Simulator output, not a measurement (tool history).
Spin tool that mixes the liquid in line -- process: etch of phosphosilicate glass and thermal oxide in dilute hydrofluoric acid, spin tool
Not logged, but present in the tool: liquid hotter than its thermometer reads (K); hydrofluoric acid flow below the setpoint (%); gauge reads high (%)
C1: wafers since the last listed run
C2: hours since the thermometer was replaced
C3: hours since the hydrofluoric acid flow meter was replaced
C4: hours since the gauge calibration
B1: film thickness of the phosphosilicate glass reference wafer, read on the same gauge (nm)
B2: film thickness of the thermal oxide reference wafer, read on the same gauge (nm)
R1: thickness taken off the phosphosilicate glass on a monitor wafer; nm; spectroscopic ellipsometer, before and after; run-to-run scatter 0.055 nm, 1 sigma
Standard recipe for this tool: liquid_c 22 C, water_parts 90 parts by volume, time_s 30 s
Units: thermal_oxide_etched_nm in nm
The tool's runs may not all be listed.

{"run": 1, "hour": 0.0, "liquid_c": 22, "water_parts": 90, "time_s": 30, "C1": 0, "C2": 2296, "C3": 493.5, "C4": 327.3, "B1": 89.99, "B2": 130.02, "R1": 18.62, "thermal_oxide_etched_nm": 1.594}
{"run": 2, "hour": 47.2, "liquid_c": 22, "water_parts": 105, "time_s": 35, "C1": 527, "C2": 2343.2, "C3": 540.7, "C4": 374.5, "B1": 90.02, "B2": 129.989, "R1": 18.23, "thermal_oxide_etched_nm": 1.517}
{"run": 3, "hour": 68.3, "liquid_c": 22, "water_parts": 105, "time_s": 35, "C1": 235, "C2": 2364.3, "C3": 561.8, "C4": 395.6, "B1": 89.98, "B2": 130.008, "R1": 18.25, "thermal_oxide_etched_nm": 1.571}
{"run": 4, "hour": 100.6, "liquid_c": 22, "water_parts": 105, "time_s": 35, "C1": 360, "C2": 2396.6, "C3": 594.1, "C4": 427.9, "B1": 89.99, "B2": 130.007, "R1": 18.2, "thermal_oxide_etched_nm": 1.503}
{"run": 5, "hour": 127.2, "liquid_c": 25.5, "water_parts": 90, "time_s": 30, "C1": 297, "C2": 2423.2, "C3": 620.7, "C4": 454.5, "B1": 89.98, "B2": 130.015, "R1": 21.23, "thermal_oxide_etched_nm": 1.796}
{"run": 6, "hour": 151.7, "liquid_c": 25.5, "water_parts": 90, "time_s": 30, "C1": 273, "C2": 2447.7, "C3": 645.2, "C4": 479, "B1": 89.99, "B2": 130.009, "R1": 21.38, "thermal_oxide_etched_nm": 1.756}
{"hour": 176.9, "done": "thermometer replaced"}
{"run": 7, "hour": 257.9, "liquid_c": 18.5, "water_parts": 90, "time_s": 30, "C1": 1175, "C2": 81, "C3": 751.4, "C4": 585.2, "B1": 90.03, "B2": 129.992, "R1": 14.52, "thermal_oxide_etched_nm": 1.199}
{"hour": 272.7, "done": "gauge calibrated"}
{"hour": 281.5, "done": "hydrofluoric acid flow meter replaced"}
{"run": 8, "hour": 284.9, "liquid_c": 22, "water_parts": 90, "time_s": 30, "C1": 290, "C2": 108, "C3": 3.4, "C4": 12.2, "B1": 89.99, "B2": 130.016, "R1": 17.33, "thermal_oxide_etched_nm": 1.478}
{"run": 9, "hour": 311.8, "liquid_c": 22, "water_parts": 90, "time_s": 30, "C1": 300, "C2": 134.9, "C3": 30.3, "C4": 39.1, "B1": 89.98, "B2": 129.988, "R1": 17.29, "thermal_oxide_etched_nm": 1.441}
{"run": 10, "hour": 339.0, "liquid_c": 22, "water_parts": 90, "time_s": 30, "C1": 303, "C2": 162.1, "C3": 57.5, "C4": 66.3, "B1": 90, "B2": 130.024, "R1": 17.29, "thermal_oxide_etched_nm": 1.411}
{"run": 11, "hour": 356.5, "liquid_c": 22, "water_parts": 90, "time_s": 30, "C1": 195, "C2": 179.6, "C3": 75, "C4": 83.8, "B1": 90.04, "B2": 130.001, "R1": 17.44, "thermal_oxide_etched_nm": 1.475}
{"run": 12, "hour": 422.7, "liquid_c": 25.5, "water_parts": 70, "time_s": 45, "C1": 739, "C2": 245.8, "C3": 141.2, "C4": 150, "B1": 90, "B2": 129.986, "R1": 39.29, "thermal_oxide_etched_nm": 3.355}
{"run": 13, "hour": 447.0, "liquid_c": 18, "water_parts": 70, "time_s": 40, "C1": 271, "C2": 270.1, "C3": 165.5, "C4": 174.3, "B1": 90, "B2": 130.012, "R1": 25.64, "thermal_oxide_etched_nm": 2.142}
{"run": 14, "hour": 462.0, "liquid_c": 20.5, "water_parts": 60, "time_s": 15, "C1": 167, "C2": 285.1, "C3": 180.5, "C4": 189.3, "B1": 90.04, "B2": 129.973, "R1": 12.65, "thermal_oxide_etched_nm": 1.017}
{"run": 15, "hour": 484.5, "liquid_c": 22, "water_parts": 70, "time_s": 25, "C1": 251, "C2": 307.6, "C3": 203, "C4": 211.8, "B1": 90, "B2": 130.014, "R1": 19.01, "thermal_oxide_etched_nm": 1.542}
{"run": 16, "hour": 509.5, "liquid_c": 22, "water_parts": 90, "time_s": 15, "C1": 279, "C2": 332.6, "C3": 228, "C4": 236.8, "B1": 89.99, "B2": 129.996, "R1": 8.67, "thermal_oxide_etched_nm": 0.73}
{"run": 17, "hour": 524.8, "liquid_c": 18, "water_parts": 65, "time_s": 25, "C1": 170, "C2": 347.9, "C3": 243.3, "C4": 252.1, "B1": 90, "B2": 129.988, "R1": 17.39, "thermal_oxide_etched_nm": 1.427}
{"run": 18, "hour": 544.4, "liquid_c": 20, "water_parts": 75, "time_s": 35, "C1": 219, "C2": 367.5, "C3": 262.9, "C4": 271.7, "B1": 89.98, "B2": 129.969, "R1": 22.76, "thermal_oxide_etched_nm": 2}
{"run": 19, "hour": 557.7, "liquid_c": 22, "water_parts": 90, "time_s": 30, "C1": 148, "C2": 380.8, "C3": 276.2, "C4": 285, "B1": 89.98, "B2": 129.996, "R1": 17.26, "thermal_oxide_etched_nm": 1.455}

Forecast run 20:
{"run": 20, "hour": 583.8, "liquid_c": 26.5, "water_parts": 60, "time_s": 15, "C1": 291, "C2": 406.9, "C3": 302.3, "C4": 311.1, "B1": "?", "B2": "?", "R1": "?", "thermal_oxide_etched_nm": "?"}

B1: 89.99
B2: 129.969
R1: 16.21 nm
thermal_oxide_etched_nm: 1.335 nm
Without the tool's hidden state the same run would have given R1 16.17 nm, thermal_oxide_etched_nm 1.333 nm.
